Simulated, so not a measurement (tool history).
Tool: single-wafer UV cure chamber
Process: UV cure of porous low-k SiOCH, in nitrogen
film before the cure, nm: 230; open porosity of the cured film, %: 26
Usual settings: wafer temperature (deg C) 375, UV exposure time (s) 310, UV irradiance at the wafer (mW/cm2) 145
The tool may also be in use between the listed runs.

run	day	wafer temperature (deg C)	UV exposure time (s)	UV irradiance at the wafer (mW/cm2)	wafers since the last listed run	hours since the UV bulbs were replaced	wafers since the quartz window was cleaned	loss of film thickness in the cure (%)
1	0	375	310	145	0	2362.8	935	16.306
2	2.246	375	310	145	669	2416.7	1604	16.284
3	5.704	375	310	145	1030	2499.7	2635	16.327
# day 7.8: quartz window cleaned
4	8.412	384	310	145	707	2564.7	182	16.849
5	12.208	384	310	145	1131	2655.8	1313	16.698
# day 16.367: quartz window cleaned
# day 16.458: UV bulbs replaced
6	16.479	384	310	145	1146	0.5	6	16.525
7	18.3	390	310	145	542	44.2	549	16.657
8	22.638	390	310	145	1292	148.3	1841	16.877
9	24.138	375	310	145	447	184.3	2288	16.331
# day 25.917: quartz window cleaned
10	26.075	375	455	145	478	230.8	47	18.591
11	28.979	355	310	125	865	300.5	912	15.081
12	32.638	375	240	127	1090	388.3	2002	14.621
# day 34.975: quartz window cleaned
13	37.133	355	310	125	1240	496.2	642	14.895
14	41.058	384	310	145	1169	590.4	1812	16.409
# day 44.354: quartz window cleaned
15	45.125	365	135	159	1112	688	230	12.462
16	47.75	395	360	125	782	751	1012	17.143
17	50.258	375	310	161	747	811.2	1760	16.983

What the log doesn't show, run by run:
lamp output below its setpoint, %: 0 in every run
transmission lost against a clean window, %: 0 in every run
